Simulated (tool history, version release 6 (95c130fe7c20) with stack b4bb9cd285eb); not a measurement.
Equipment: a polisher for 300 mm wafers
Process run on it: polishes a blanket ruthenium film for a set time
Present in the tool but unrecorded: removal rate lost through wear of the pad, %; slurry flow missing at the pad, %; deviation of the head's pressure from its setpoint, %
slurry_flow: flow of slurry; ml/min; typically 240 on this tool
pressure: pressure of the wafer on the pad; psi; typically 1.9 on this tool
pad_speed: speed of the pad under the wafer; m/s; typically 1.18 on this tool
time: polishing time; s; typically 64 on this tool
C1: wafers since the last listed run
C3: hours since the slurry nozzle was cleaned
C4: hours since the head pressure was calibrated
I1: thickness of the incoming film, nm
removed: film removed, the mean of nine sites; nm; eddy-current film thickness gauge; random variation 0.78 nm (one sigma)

Run 1, hour 0: usual settings; C1 0; wafers polished on this pad 2222; C3 294.2; C4 289.6; I1 619.9. Result: removed 67.7 nm.
At hour 73.1: slurry nozzle cleaned.
Run 2, hour 95.5: usual settings; C1 991; wafers polished on this pad 3213; C3 22.4; C4 385.1; I1 641.4. Result: removed 68.2 nm.
At hour 146.7: worn pad replaced by a new one.
Run 3, hour 151.4: usual settings; C1 544; wafers polished on this pad 48; C3 78.3; C4 441; I1 630.6. Result: removed 69.7 nm.
Run 4, hour 212.2: usual settings but pad_speed 1.28 m/s, time 57 s; C1 637; wafers polished on this pad 686; C3 139.1; C4 501.8; I1 631.1. Result: removed 65.4 nm.
Run 5, hour 282.7: usual settings but pad_speed 1.28 m/s, time 57 s; C1 739; wafers polished on this pad 1426; C3 209.6; C4 572.3; I1 622.9. Result: removed 64.5 nm.
Run 6, hour 320.5: usual settings but time 58 s; C1 396; wafers polished on this pad 1822; C3 247.4; C4 610.1; I1 631.8. Result: removed 61.4 nm.
Run 7, hour 365.2: usual settings but time 58 s; C1 468; wafers polished on this pad 2291; C3 292.1; C4 654.8; I1 619.9. Result: removed 60.4 nm.
Run 8, hour 390.4: usual settings but slurry_flow 175 ml/min; C1 264; wafers polished on this pad 2555; C3 317.3; C4 680; I1 619.7. Result: removed 63.1 nm.
At hour 505.1: slurry nozzle cleaned.
At hour 580.5: worn pad replaced by a new one.
Run 9, hour 587.9: usual settings but slurry_flow 175 ml/min; C1 2019; wafers polished on this pad 77; C3 82.8; C4 877.5; I1 641.3. Result: removed 65.9 nm.
At hour 604.7: head pressure recalibrated.
Run 10, hour 615.2: usual settings but slurry_flow 175 ml/min; C1 265; wafers polished on this pad 342; C3 110.1; C4 10.5; I1 624.4. Result: removed 65.2 nm.
Run 11, hour 677.6: usual settings; C1 654; wafers polished on this pad 997; C3 172.5; C4 72.9; I1 628.5. Result: removed 70 nm.
Run 12, hour 747.3: usual settings; C1 731; wafers polished on this pad 1728; C3 242.2; C4 142.6; I1 620. Result: removed 68 nm.
Run 13, hour 793.3: usual settings; C1 482; wafers polished on this pad 2210; C3 288.2; C4 188.6; I1 625.6. Result: removed 68 nm.
Run 14, hour 833.2: usual settings; C1 418; wafers polished on this pad 2629; C3 328.1; C4 228.5; I1 639.7. Result: removed 65.8 nm.
At hour 847.1: slurry nozzle cleaned.
Run 15, hour 904.7: usual settings; C1 739; wafers polished on this pad 3368; C3 57.6; C4 300; I1 629.8. Result: removed 68.4 nm.
Run 16, hour 943.1: usual settings; C1 402; wafers polished on this pad 3771; C3 96; C4 338.4; I1 624.3. Result: removed 67.6 nm.
At hour 994.1: worn pad replaced by a new one.
Run 17, hour 1009.8: usual settings but slurry_flow 300 ml/min, pad_speed 0.88 m/s; C1 657; wafers polished on this pad 164; C3 162.7; C4 405.1; I1 633.6. Result: removed 54.8 nm.
Run 18, hour 1059.9: usual settings but slurry_flow 300 ml/min, pad_speed 0.88 m/s; C1 525; wafers polished on this pad 690; C3 212.8; C4 455.2; I1 634.5. Result: removed 55.2 nm.
Run 19, hour 1092.2: usual settings but pressure 2.5 psi; C1 338; wafers polished on this pad 1028; C3 245.1; C4 487.5; I1 632.7. Result: removed 90.3 nm.
Run 20, hour 1129.2: usual settings but slurry_flow 195 ml/min, pressure 2.6 psi, pad_speed 1.54 m/s, time 57 s; C1 388; wafers polished on this pad 1417; C3 282.1; C4 524.5; I1 630.1. Result: removed 99.3 nm.
Run 21, hour 1197.1: usual settings but slurry_flow 170 ml/min, pressure 2.5 psi, pad_speed 1.56 m/s, time 48 s; C1 712; wafers polished on this pad 2129; C3 350; C4 592.4; I1 628.8. Result: removed 75.5 nm.
Run 22, hour 1264.7: usual settings but pressure 1.3 psi, time 82 s; C1 709; wafers polished on this pad 2838; C3 417.6; C4 660; I1 633.8. Result: removed 53.5 nm.
At hour 1275.5: slurry nozzle cleaned.
Run 23, hour 1307.6: usual settings but pressure 1.3 psi, pad_speed 1 m/s, time 49 s; C1 439; wafers polished on this pad 3277; C3 32.1; C4 702.9; I1 633.2. Result: removed 31.1 nm.
Run 24, hour 1370.6: usual settings but slurry_flow 320 ml/min, pad_speed 1.44 m/s, time 47 s; C1 660; wafers polished on this pad 3938; C3 95.1; C4 765.9; I1 632.8. Result: removed 61.7 nm.
At hour 1377.9: worn pad replaced by a new one.
Run 25, hour 1438.4: usual settings but slurry_flow 270 ml/min, pad_speed 1.04 m/s; C1 669; wafers polished on this pad 634; C3 162.9; C4 833.7; I1 634.6. Result: removed 63.4 nm.
At hour 1448: head pressure recalibrated.
Run 26, hour 1496.7: usual settings but slurry_flow 275 ml/min, pressure 1.6 psi; C1 590; wafers polished on this pad 1224; C3 221.2; C4 48.7; I1 626.6. Result: removed 58.4 nm.
Run 27, hour 1544.9: usual settings but slurry_flow 195 ml/min, pressure 2.6 psi, pad_speed 1.54 m/s, time 57 s; C1 505; wafers polished on this pad 1730; C3 269.4; C4 96.9; I1 630.6. Result: removed 101.2 nm.
Run 28, hour 1597.2: usual settings but time 58 s; C1 548; wafers polished on this pad 2279; C3 321.7; C4 149.2; I1 626.2. Result: removed 59.4 nm.
Run 29, hour 1644.1: usual settings but slurry_flow 185 ml/min, pressure 1.5 psi, pad_speed 0.82 m/s, time 50 s; C1 491; wafers polished on this pad 2770; C3 368.6; C4 196.1; I1 631.9. Result: removed 28.4 nm.
At hour 1687.5: slurry nozzle cleaned.
Run 30, hour 1708.4: usual settings but pressure 2.4 psi, time 47 s; C1 663; wafers polished on this pad 3434; C3 20.9; C4 260.4; I1 629.7. Result: removed 64.6 nm.
Run 31, hour 1764.4: usual settings but pad_speed 1.38 m/s, time 57 s; C1 587; wafers polished on this pad 4022; C3 76.9; C4 316.4; I1 626. Result: removed 71.2 nm.
Run 32, hour 1815.4: usual settings but pressure 1.4 psi, pad_speed 1.34 m/s; C1 534; wafers polished on this pad 4557; C3 127.9; C4 367.4; I1 627.1. Result: removed 56 nm.
At hour 1825.3: worn pad replaced by a new one.
Run 33, hour 1864.8: usual settings; C1 476; wafers polished on this pad 414; C3 177.3; C4 416.8; I1 642.2. Result: removed 68.2 nm.
Run 34, hour 1891.5: usual settings but slurry_flow 190 ml/min, pad_speed 0.78 m/s, time 77 s; C1 280; wafers polished on this pad 694; C3 204; C4 443.5; I1 625.2. Result: removed 55.4 nm.
Run 35, hour 1940.6: usual settings but slurry_flow 195 ml/min, pressure 2.4 psi, pad_speed 0.8 m/s, time 85 s; C1 515; wafers polished on this pad 1209; C3 253.1; C4 492.6; I1 629.2. Result: removed 79.9 nm.

For run 36, what comes out?
Run 36, hour 1987.7: usual settings but slurry_flow 265 ml/min, pressure 1.5 psi, time 83 s; C1 494; wafers polished on this pad 1703; C3 300.2; C4 539.7; I1 621.2. Result: removed ?.

Run 36 came out at removed 70 nm.
If the tool had no hidden condition, the same run with the same run-to-run variation would have returned removed 72.5 nm.

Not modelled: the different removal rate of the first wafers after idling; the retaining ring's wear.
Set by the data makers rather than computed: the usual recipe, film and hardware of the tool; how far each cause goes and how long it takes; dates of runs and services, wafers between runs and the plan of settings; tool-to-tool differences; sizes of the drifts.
